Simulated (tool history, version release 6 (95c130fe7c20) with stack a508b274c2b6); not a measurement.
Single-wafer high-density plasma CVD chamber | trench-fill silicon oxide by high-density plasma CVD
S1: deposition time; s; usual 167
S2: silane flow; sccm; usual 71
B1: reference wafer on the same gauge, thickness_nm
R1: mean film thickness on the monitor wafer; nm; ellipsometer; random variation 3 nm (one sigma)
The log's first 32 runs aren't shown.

{"run": 33, "hour": 453.1, "S1": 180, "S2": 79, "B1": 1499.545, "R1": 1583.331}
{"run": 34, "hour": 461.1, "S1": 156, "S2": 71, "B1": 1499.495, "R1": 1235.873}
{"run": 35, "hour": 475.1, "S1": 154, "S2": 85, "B1": 1500.698, "R1": 1458.962}
{"run": 36, "hour": 491.9, "S1": 167, "S2": 71, "B1": 1500.176, "R1": 1322.443}
{"run": 37, "hour": 509.7, "S1": 200, "S2": 78, "B1": 1500.745, "R1": 1744.104}
{"run": 38, "hour": 518.1, "S1": 192, "S2": 66, "B1": 1500.755, "R1": 1421.39}
{"run": 39, "hour": 533.4, "S1": 167, "S2": 71, "B1": 1499.942, "R1": 1324.053}
{"run": 40, "hour": 540.1, "S1": 188, "S2": 78, "B1": 1499.803, "R1": 1645.406}
{"run": 41, "hour": 551.9, "S1": 141, "S2": 59, "B1": 1498.91, "R1": 932.622}
{"run": 42, "hour": 563.3, "S1": 183, "S2": 57, "B1": 1500.796, "R1": 1166.891}
{"run": 43, "hour": 571.5, "S1": 167, "S2": 71, "B1": 1501.45, "R1": 1328.96}
{"run": 44, "hour": 588.0, "S1": 138, "S2": 62, "B1": 1501.456, "R1": 957.902}
{"run": 45, "hour": 600.2, "S1": 167, "S2": 71, "B1": 1500.303, "R1": 1324.94}
{"run": 46, "hour": 617.2, "S1": 186, "S2": 83, "B1": 1499.484, "R1": 1725.028}

Run 47 comes next. What will it give?
{"run": 47, "hour": 629.1, "S1": 179, "S2": 61, "B1": "?", "R1": "?"}

Run 47 gave B1 1499.756, R1 1223.379 nm.
Without the tool's hidden state the same run would have given R1 1209.859 nm.
